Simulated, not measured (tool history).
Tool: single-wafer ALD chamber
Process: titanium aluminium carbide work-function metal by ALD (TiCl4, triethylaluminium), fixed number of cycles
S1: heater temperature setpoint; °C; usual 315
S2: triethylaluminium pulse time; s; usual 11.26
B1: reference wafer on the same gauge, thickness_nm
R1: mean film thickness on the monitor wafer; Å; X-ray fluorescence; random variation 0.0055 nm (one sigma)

run 1 hour=0 | S1=315 S2=11.26 | B1=2.38 | R1=22.63
run 2 hour=6.7 | S1=322 S2=11.26 | B1=2.38 | R1=23.24
run 3 hour=14.4 | S1=325 S2=11.26 | B1=2.381 | R1=23.6
run 4 hour=24.8 | S1=315 S2=7.97 | B1=2.38 | R1=22.27
run 5 hour=31 | S1=315 S2=7.97 | B1=2.38 | R1=22.19
run 6 hour=39.7 | S1=315 S2=11.26 | B1=2.381 | R1=22.48
run 7 hour=51 | S1=315 S2=11.26 | B1=2.382 | R1=22.58
run 8 hour=59.8 | S1=315 S2=11.26 | B1=2.378 | R1=22.53
run 9 hour=72.5 | S1=315 S2=11.26 | B1=2.38 | R1=22.61
run 10 hour=80.3 | S1=315 S2=11.26 | B1=2.38 | R1=22.61
run 11 hour=87.3 | S1=315 S2=8.69 | B1=2.38 | R1=22.35
run 12 hour=96.4 | S1=315 S2=8.69 | B1=2.381 | R1=22.33
-- hour=111.6 triethylaluminium bottle replaced
run 13 hour=112.1 | S1=315 S2=8.69 | B1=2.381 | R1=22.42
run 14 hour=125.4 | S1=315 S2=11.26 | B1=2.381 | R1=22.67
-- hour=138.6 gauge calibrated
run 15 hour=140.9 | S1=315 S2=11.26 | B1=2.381 | R1=22.67
run 16 hour=152.1 | S1=315 S2=11.26 | B1=2.379 | R1=22.62
run 17 hour=163.9 | S1=315 S2=11.26 | B1=2.381 | R1=22.77
run 18 hour=179.6 | S1=315 S2=7.61 | B1=2.381 | R1=22.06
run 19 hour=189.2 | S1=310 S2=7.54 | B1=2.378 | R1=21.71
run 20 hour=199.3 | S1=315 S2=11.26 | B1=2.38 | R1=22.73
-- hour=216.1 showerhead replaced
run 21 hour=216.6 | S1=323 S2=9.33 | B1=2.381 | R1=23.35
run 22 hour=228 | S1=323 S2=8.22 | B1=2.381 | R1=23.18
run 23 hour=242 | S1=319 S2=9.07 | B1=2.381 | R1=22.87
run 24 hour=252 | S1=315 S2=11.26 | B1=2.38 | R1=22.8
run 25 hour=261.4 | S1=315 S2=11.26 | B1=2.379 | R1=22.81
run 26 hour=271.1 | S1=323 S2=10.03 | B1=2.379 | R1=23.37
-- hour=291 thermocouple changed; heater temperature recalibrated
run 27 hour=291.5 | S1=302 S2=11.26 | B1=2.381 | R1=20.81
run 28 hour=296 | S1=315 S2=11.26 | B1=2.38 | R1=22.12
run 29 hour=313.4 | S1=310 S2=13.12 | B1=2.381 | R1=21.79
run 30 hour=346.3 | S1=315 S2=11.26 | B1=2.38 | R1=22.09
run 31 hour=356.2 | S1=301 S2=8.29 | B1=2.379 | R1=20.34
run 32 hour=369.6 | S1=322 S2=8.81 | B1=2.38 | R1=22.56
run 33 hour=378.5 | S1=315 S2=13.38 | B1=2.379 | R1=22.33

Forecast each of these 4 alternatives for the next run:
run A hour=378.9 | S1=329 S2=11.26 | B1=? | R1=?
run B hour=378.9 | S1=328 S2=11.26 | B1=? | R1=?
run C hour=378.9 | S1=321 S2=11.26 | B1=? | R1=?
run D hour=378.9 | S1=320 S2=7.12 | B1=? | R1=?

run=A B1=2.381 R1=23.51
run=B B1=2.381 R1=23.41
run=C B1=2.381 R1=22.72
run=D B1=2.381 R1=22
Without the tool's hidden state the same runs would have given:
run=A R1=23.5
run=B R1=23.4
run=C R1=22.71
run=D R1=21.99
